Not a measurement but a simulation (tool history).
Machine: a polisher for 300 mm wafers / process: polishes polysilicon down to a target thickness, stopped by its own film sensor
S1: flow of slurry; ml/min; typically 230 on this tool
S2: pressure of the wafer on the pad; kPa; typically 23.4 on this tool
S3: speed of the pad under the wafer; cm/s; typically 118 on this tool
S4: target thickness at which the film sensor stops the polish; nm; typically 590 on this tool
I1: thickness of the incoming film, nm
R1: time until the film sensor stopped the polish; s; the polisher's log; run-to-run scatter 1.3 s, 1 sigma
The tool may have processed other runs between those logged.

run 1 day=0.000 | S1=230 S2=23.4 S3=118 S4=590 | I1=1548.2 | R1=92.3
run 2 day=0.567 | S1=230 S2=29.6 S3=118 S4=590 | I1=1548.2 | R1=71.8
run 3 day=1.262 | S1=230 S2=29.6 S3=118 S4=590 | I1=1583.2 | R1=74.9
run 4 day=1.825 | S1=230 S2=29.6 S3=118 S4=590 | I1=1544.6 | R1=72.6
run 5 day=2.925 | S1=230 S2=23.4 S3=118 S4=590 | I1=1549.6 | R1=91.1
-- day=3.358 slurry nozzle cleaned
run 6 day=3.788 | S1=230 S2=23.4 S3=118 S4=590 | I1=1555.3 | R1=96.8
run 7 day=4.475 | S1=230 S2=23.4 S3=118 S4=590 | I1=1569.5 | R1=100.1
run 8 day=4.988 | S1=230 S2=23.4 S3=118 S4=590 | I1=1534.4 | R1=97.5
run 9 day=6.142 | S1=230 S2=23.4 S3=118 S4=590 | I1=1542.7 | R1=99.9
-- day=7.329 worn pad replaced by a new one
run 10 day=7.467 | S1=230 S2=23.4 S3=118 S4=590 | I1=1540.6 | R1=101.6
run 11 day=8.217 | S1=230 S2=23.4 S3=118 S4=590 | I1=1572.2 | R1=102.9
run 12 day=8.996 | S1=230 S2=23.4 S3=118 S4=590 | I1=1542.6 | R1=103.9
run 13 day=10.367 | S1=190 S2=23.4 S3=118 S4=590 | I1=1544.1 | R1=106.1
run 14 day=11.258 | S1=190 S2=23.4 S3=118 S4=590 | I1=1570.2 | R1=112.0
run 15 day=11.800 | S1=230 S2=23.4 S3=118 S4=590 | I1=1559.1 | R1=104.1
run 16 day=12.392 | S1=230 S2=23.4 S3=118 S4=590 | I1=1536.7 | R1=103.9
-- day=12.500 slurry nozzle cleaned, repeated, since the last time left the tool worse
run 17 day=13.312 | S1=230 S2=23.4 S3=118 S4=590 | I1=1547.6 | R1=90.2
-- day=14.638 worn pad replaced by a new one
run 18 day=14.658 | S1=230 S2=23.4 S3=118 S4=590 | I1=1534.6 | R1=90.8
-- day=15.762 head pressure recalibrated
run 19 day=15.867 | S1=230 S2=23.4 S3=130 S4=483 | I1=1538.6 | R1=92.4
run 20 day=17.108 | S1=230 S2=15.9 S3=128 S4=302 | I1=1550.1 | R1=163.0
run 21 day=18.400 | S1=200 S2=29.6 S3=132 S4=350 | I1=1541.7 | R1=84.2
run 22 day=19.488 | S1=310 S2=28.3 S3=118 S4=590 | I1=1559.0 | R1=73.4
run 23 day=20.621 | S1=230 S2=27.6 S3=118 S4=590 | I1=1550.5 | R1=78.2
-- day=21.208 worn pad replaced by a new one
run 24 day=21.229 | S1=190 S2=23.4 S3=118 S4=590 | I1=1539.0 | R1=91.6
-- day=21.525 slurry nozzle cleaned
run 25 day=21.683 | S1=250 S2=23.4 S3=118 S4=590 | I1=1563.3 | R1=92.0
run 26 day=22.612 | S1=230 S2=23.4 S3=92 S4=285 | I1=1569.6 | R1=147.8
run 27 day=23.671 | S1=230 S2=23.4 S3=118 S4=711 | I1=1564.9 | R1=80.1
run 28 day=24.600 | S1=230 S2=23.4 S3=118 S4=590 | I1=1570.5 | R1=91.4
run 29 day=26.025 | S1=230 S2=23.4 S3=118 S4=590 | I1=1561.2 | R1=94.1
run 30 day=27.317 | S1=200 S2=29.6 S3=132 S4=350 | I1=1542.7 | R1=84.1
run 31 day=28.279 | S1=260 S2=31.0 S3=140 S4=822 | I1=1534.0 | R1=43.3
run 32 day=28.871 | S1=230 S2=29.0 S3=156 S4=590 | I1=1532.4 | R1=59.1
-- day=29.392 worn pad replaced by a new one
run 33 day=30.200 | S1=230 S2=27.6 S3=118 S4=590 | I1=1546.4 | R1=78.8
-- day=31.008 slurry nozzle cleaned
run 34 day=31.054 | S1=230 S2=23.4 S3=118 S4=590 | I1=1548.4 | R1=88.2
run 35 day=31.621 | S1=230 S2=28.3 S3=118 S4=852 | I1=1563.0 | R1=55.4
run 36 day=32.779 | S1=260 S2=15.2 S3=130 S4=319 | I1=1543.5 | R1=160.6
run 37 day=33.967 | S1=230 S2=23.4 S3=118 S4=590 | I1=1572.3 | R1=92.0
run 38 day=34.754 | S1=230 S2=23.4 S3=118 S4=590 | I1=1528.4 | R1=89.4

Hidden state or all else? Some run-to-run changes of R1, split into what the settings, what came in and random variation would give without the hidden state, and what is left for the hidden state (with any gauge scatter that isn't in both results):
Hidden conditions of the tool in this case: removal rate lost through wear of the pad, %; slurry flow missing at the pad, %; deviation of the head's pressure from its setpoint, %.
Run 5 -> 6: slurry nozzle cleaned. R1 +5.7 s: hidden state +4.2, all else +1.5.
Run 14 -> 15: S1 190 -> 230. R1 -7.9 s: hidden state -3.9, all else -4.0.
Run 16 -> 17: slurry nozzle cleaned, repeated, since the last time left the tool worse. R1 -13.7 s: hidden state -13.4, all else -0.3.
Run 19 -> 20: S2 23.4 -> 15.9, S3 130 -> 128, S4 483 -> 302. R1 +70.6 s: hidden state +2.5, all else +68.1.
Run 20 -> 21: S1 230 -> 200, S2 15.9 -> 29.6, S3 128 -> 132, S4 302 -> 350. R1 -78.8 s: hidden state -1.7, all else -77.1.
Run 35 -> 36: S1 230 -> 260, S2 28.3 -> 15.2, S3 118 -> 130, S4 852 -> 319. R1 +105.2 s: hidden state +1.7, all else +103.5.

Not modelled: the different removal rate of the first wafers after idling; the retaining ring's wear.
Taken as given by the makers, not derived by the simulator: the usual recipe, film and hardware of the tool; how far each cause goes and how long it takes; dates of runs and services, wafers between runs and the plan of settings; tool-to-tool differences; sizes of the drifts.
